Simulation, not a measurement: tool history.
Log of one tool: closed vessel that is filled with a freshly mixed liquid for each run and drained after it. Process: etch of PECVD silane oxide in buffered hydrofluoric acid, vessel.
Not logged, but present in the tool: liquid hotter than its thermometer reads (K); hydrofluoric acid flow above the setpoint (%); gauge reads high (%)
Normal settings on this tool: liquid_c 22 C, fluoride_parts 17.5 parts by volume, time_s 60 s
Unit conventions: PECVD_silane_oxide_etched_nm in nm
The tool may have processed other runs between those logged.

run,hour,liquid_c,fluoride_parts,time_s,wafers since the last listed run,hours since the thermometer was replaced,hours since the hydrofluoric acid flow meter was replaced,hours since the gauge calibration,"read-back film thickness of the PECVD silane oxide reference wafer, read on the same gauge (nm)",PECVD_silane_oxide_etched_nm
1,0,22,17.5,60,0,1741.3,1642.5,244.7,70.02,88.5
2,12.6,22,17.5,60,1619,1753.9,1655.1,257.3,70.01,88.9
3,29.3,22,17.5,60,2146,1770.6,1671.8,274,70,88.09
4,53.7,22,14.5,60,3136,1795,1696.2,298.4,70.02,106.17
5,67.2,22,17.5,60,1735,1808.5,1709.7,311.9,70,88.87
6,87.6,22,17.5,85,2622,1828.9,1730.1,332.3,70.01,125.8
7,118.1,22,17.5,85,3920,1859.4,1760.6,362.8,69.98,125.72
8,144.3,22,17.5,85,3367,1885.6,1786.8,389,69.97,125.17
9,170.4,22,13.5,45,3355,1911.7,1812.9,415.1,70.01,85.77
10,187.3,22,13.5,45,2172,1928.6,1829.8,432,69.98,86.62
11,203.6,22,13.5,45,2095,1944.9,1846.1,448.3,70.02,85.92
12,232.4,22,17.5,60,3702,1973.7,1874.9,477.1,70.01,90.46
13,268.3,22,17.5,60,4614,2009.6,1910.8,513,70.01,89.17
14,293,22,17.5,85,3175,2034.3,1935.5,537.7,70,125.59
15,320.4,22,17.5,45,3522,2061.7,1962.9,565.1,70.02,68.15
16,339.6,20.5,15,45,2468,2080.9,1982.1,584.3,70,71.45
17,359.6,22,17.5,60,2570,2100.9,2002.1,604.3,69.98,89.47
18,393.4,25,22.5,85,4344,2134.7,2035.9,638.1,70,117.88

Predict the results of run 19:
19,410.4,24.5,23,70,2185,2151.7,2052.9,655.1,?,?

Run 19 gave read-back film thickness of the PECVD silane oxide reference wafer, read on the same gauge (nm) 69.99, PECVD_silane_oxide_etched_nm 93.63 nm.
Take away the tool's hidden state, keep the run-to-run variation as it was, and the same run would have given PECVD_silane_oxide_etched_nm 86.96 nm.

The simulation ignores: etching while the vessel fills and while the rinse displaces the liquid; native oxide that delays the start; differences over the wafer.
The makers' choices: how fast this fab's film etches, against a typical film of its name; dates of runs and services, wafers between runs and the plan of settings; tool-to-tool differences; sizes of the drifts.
